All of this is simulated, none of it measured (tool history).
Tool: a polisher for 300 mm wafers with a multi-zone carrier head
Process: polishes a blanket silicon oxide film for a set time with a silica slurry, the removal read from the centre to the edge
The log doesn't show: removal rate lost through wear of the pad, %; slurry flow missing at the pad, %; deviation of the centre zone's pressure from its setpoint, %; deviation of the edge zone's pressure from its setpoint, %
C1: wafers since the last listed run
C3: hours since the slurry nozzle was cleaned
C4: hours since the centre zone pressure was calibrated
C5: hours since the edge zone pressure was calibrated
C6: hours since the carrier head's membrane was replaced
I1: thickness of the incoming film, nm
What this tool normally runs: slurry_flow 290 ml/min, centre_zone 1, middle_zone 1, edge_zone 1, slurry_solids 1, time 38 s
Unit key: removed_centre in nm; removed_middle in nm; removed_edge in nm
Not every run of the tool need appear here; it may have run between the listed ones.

run 1 day=0 | slurry_flow=290 centre_zone=1 middle_zone=1 edge_zone=0.93 slurry_solids=1 time=38 | C1=0 wafers_polished_on_this_pad=1203 C3=659.3 C4=186.3 C5=205.5 C6=21.2 | I1=1257.8 | removed_centre=85.9 removed_middle=85.7 removed_edge=83.8
run 2 day=2.279 | slurry_flow=355 centre_zone=1 middle_zone=1 edge_zone=1 slurry_solids=1 time=38 | C1=496 wafers_polished_on_this_pad=1700 C3=714 C4=241 C5=260.2 C6=75.9 | I1=1249.7 | removed_centre=88.7 removed_middle=87.5 removed_edge=87.1
-- day=2.838 slurry nozzle cleaned
run 3 day=3.671 | slurry_flow=345 centre_zone=1 middle_zone=1 edge_zone=1 slurry_solids=1 time=38 | C1=294 wafers_polished_on_this_pad=1994 C3=20 C4=274.4 C5=293.6 C6=109.3 | I1=1232.1 | removed_centre=87.6 removed_middle=87.3 removed_edge=86.3
run 4 day=4.9 | slurry_flow=290 centre_zone=1 middle_zone=0.97 edge_zone=1 slurry_solids=1 time=38 | C1=267 wafers_polished_on_this_pad=2262 C3=49.5 C4=303.9 C5=323.1 C6=138.8 | I1=1251.9 | removed_centre=86.7 removed_middle=85.4 removed_edge=88.3
run 5 day=6.8 | slurry_flow=290 centre_zone=1 middle_zone=1 edge_zone=1 slurry_solids=1 time=38 | C1=413 wafers_polished_on_this_pad=2675 C3=95.1 C4=349.5 C5=368.7 C6=184.4 | I1=1225.4 | removed_centre=87.9 removed_middle=84.1 removed_edge=86.4
-- day=8.371 worn pad replaced by a new one
run 6 day=9.179 | slurry_flow=290 centre_zone=1 middle_zone=1 edge_zone=1 slurry_solids=1 time=38 | C1=481 wafers_polished_on_this_pad=175 C3=152.2 C4=406.6 C5=425.8 C6=241.5 | I1=1253.4 | removed_centre=86.8 removed_middle=86 removed_edge=86.8
run 7 day=11.112 | slurry_flow=290 centre_zone=1.03 middle_zone=1 edge_zone=1.05 slurry_solids=0.9 time=38 | C1=421 wafers_polished_on_this_pad=596 C3=198.6 C4=453 C5=472.2 C6=287.9 | I1=1236.2 | removed_centre=85.8 removed_middle=83 removed_edge=85.3
-- day=11.808 centre zone pressure recalibrated
run 8 day=12.683 | slurry_flow=195 centre_zone=1.09 middle_zone=1 edge_zone=1 slurry_solids=0.75 time=38 | C1=323 wafers_polished_on_this_pad=920 C3=236.3 C4=21 C5=509.9 C6=325.6 | I1=1232.9 | removed_centre=80.5 removed_middle=74.7 removed_edge=74.4
run 9 day=14.388 | slurry_flow=290 centre_zone=0.92 middle_zone=1 edge_zone=1 slurry_solids=1 time=38 | C1=371 wafers_polished_on_this_pad=1291 C3=277.2 C4=61.9 C5=550.8 C6=366.5 | I1=1249.1 | removed_centre=79.3 removed_middle=85.9 removed_edge=87.6
run 10 day=15.929 | slurry_flow=390 centre_zone=0.94 middle_zone=1.06 edge_zone=1 slurry_solids=1 time=28 | C1=335 wafers_polished_on_this_pad=1627 C3=314.2 C4=98.9 C5=587.8 C6=403.5 | I1=1241.4 | removed_centre=62.7 removed_middle=67.9 removed_edge=65.2
run 11 day=18.667 | slurry_flow=290 centre_zone=1 middle_zone=1 edge_zone=1 slurry_solids=1.1 time=38 | C1=596 wafers_polished_on_this_pad=2223 C3=379.9 C4=164.6 C5=653.5 C6=469.2 | I1=1245 | removed_centre=90 removed_middle=89.1 removed_edge=88.8
-- day=19.888 carrier head's membrane replaced by a new one
run 12 day=20.554 | slurry_flow=325 centre_zone=1.1 middle_zone=1 edge_zone=0.89 slurry_solids=1 time=38 | C1=365 wafers_polished_on_this_pad=2589 C3=425.2 C4=209.9 C5=698.8 C6=16 | I1=1273.7 | removed_centre=98.1 removed_middle=86.5 removed_edge=83.9
-- day=21.667 worn pad replaced by a new one
run 13 day=23.521 | slurry_flow=290 centre_zone=1 middle_zone=1 edge_zone=1 slurry_solids=1 time=38 | C1=609 wafers_polished_on_this_pad=404 C3=496.4 C4=281.1 C5=770 C6=87.2 | I1=1246.9 | removed_centre=87.6 removed_middle=85.4 removed_edge=86.2
run 14 day=26.304 | slurry_flow=290 centre_zone=0.95 middle_zone=0.96 edge_zone=1.09 slurry_solids=0.9 time=38 | C1=606 wafers_polished_on_this_pad=1010 C3=563.2 C4=347.9 C5=836.8 C6=154 | I1=1232.1 | removed_centre=77.8 removed_middle=80.4 removed_edge=88.8
run 15 day=28.004 | slurry_flow=260 centre_zone=1 middle_zone=1.12 edge_zone=1 slurry_solids=1.25 time=28 | C1=370 wafers_polished_on_this_pad=1380 C3=604 C4=388.7 C5=877.6 C6=194.8 | I1=1237.9 | removed_centre=67.5 removed_middle=74 removed_edge=68.6
run 16 day=29.354 | slurry_flow=290 centre_zone=1 middle_zone=1 edge_zone=1 slurry_solids=1 time=38 | C1=294 wafers_polished_on_this_pad=1674 C3=636.4 C4=421.1 C5=910 C6=227.2 | I1=1223 | removed_centre=86.6 removed_middle=86.2 removed_edge=88.3
run 17 day=31.808 | slurry_flow=345 centre_zone=1 middle_zone=0.95 edge_zone=0.96 slurry_solids=1 time=38 | C1=534 wafers_polished_on_this_pad=2208 C3=695.3 C4=480 C5=968.9 C6=286.1 | I1=1235.7 | removed_centre=89.7 removed_middle=83.7 removed_edge=85
run 18 day=32.867 | slurry_flow=290 centre_zone=1 middle_zone=1.04 edge_zone=0.91 slurry_solids=1 time=38 | C1=230 wafers_polished_on_this_pad=2439 C3=720.7 C4=505.4 C5=994.3 C6=311.5 | I1=1238.4 | removed_centre=87.9 removed_middle=88.6 removed_edge=82.8
-- day=34.212 centre zone pressure recalibrated
run 19 day=34.738 | slurry_flow=250 centre_zone=1 middle_zone=1 edge_zone=1 slurry_solids=1 time=38 | C1=389 wafers_polished_on_this_pad=2828 C3=765.6 C4=12.6 C5=1039.2 C6=356.4 | I1=1245 | removed_centre=86 removed_middle=85.3 removed_edge=85.9
-- day=35.725 edge zone pressure recalibrated
run 20 day=35.879 | slurry_flow=215 centre_zone=1 middle_zone=1 edge_zone=0.94 slurry_solids=1 time=38 | C1=230 wafers_polished_on_this_pad=3059 C3=793 C4=40 C5=3.7 C6=383.8 | I1=1265.8 | removed_centre=84.1 removed_middle=85.2 removed_edge=83.3
run 21 day=37.121 | slurry_flow=320 centre_zone=1.04 middle_zone=1 edge_zone=1 slurry_solids=0.8 time=38 | C1=270 wafers_polished_on_this_pad=3329 C3=822.8 C4=69.8 C5=33.5 C6=413.6 | I1=1243 | removed_centre=84.7 removed_middle=80.5 removed_edge=81.7
-- day=37.371 worn pad replaced by a new one
-- day=37.904 slurry nozzle cleaned
run 22 day=38.138 | slurry_flow=345 centre_zone=1 middle_zone=1 edge_zone=1 slurry_solids=1 time=38 | C1=176 wafers_polished_on_this_pad=157 C3=5.6 C4=94.2 C5=57.9 C6=438 | I1=1261.9 | removed_centre=89.2 removed_middle=86.7 removed_edge=87.5

Forecast each of these 3 alternatives for the next run:
run A day=38.154 | slurry_flow=290 centre_zone=1 middle_zone=1 edge_zone=1 slurry_solids=1 time=38 | C1=3 wafers_polished_on_this_pad=161 C3=6 C4=94.6 C5=58.3 C6=438.4 | I1=1262.3 | removed_centre=? removed_middle=? removed_edge=?
run B day=38.154 | slurry_flow=290 centre_zone=1.06 middle_zone=1 edge_zone=1 slurry_solids=1 time=38 | C1=3 wafers_polished_on_this_pad=161 C3=6 C4=94.6 C5=58.3 C6=438.4 | I1=1262.3 | removed_centre=? removed_middle=? removed_edge=?
run C day=38.154 | slurry_flow=340 centre_zone=1 middle_zone=1.1 edge_zone=0.9 slurry_solids=0.9 time=38 | C1=3 wafers_polished_on_this_pad=161 C3=6 C4=94.6 C5=58.3 C6=438.4 | I1=1262.3 | removed_centre=? removed_middle=? removed_edge=?

run=A removed_centre=86.8 removed_middle=85.9 removed_edge=87.7
run=B removed_centre=92 removed_middle=85.8 removed_edge=87.7
run=C removed_centre=84.8 removed_middle=89.6 removed_edge=81.5
The same runs, with their run-to-run variation unchanged, on a tool lacking any hidden condition would have given:
run=A removed_centre=86.8 removed_middle=85.9 removed_edge=87.7
run=B removed_centre=92 removed_middle=85.8 removed_edge=87.7
run=C removed_centre=84.8 removed_middle=89.6 removed_edge=81.5
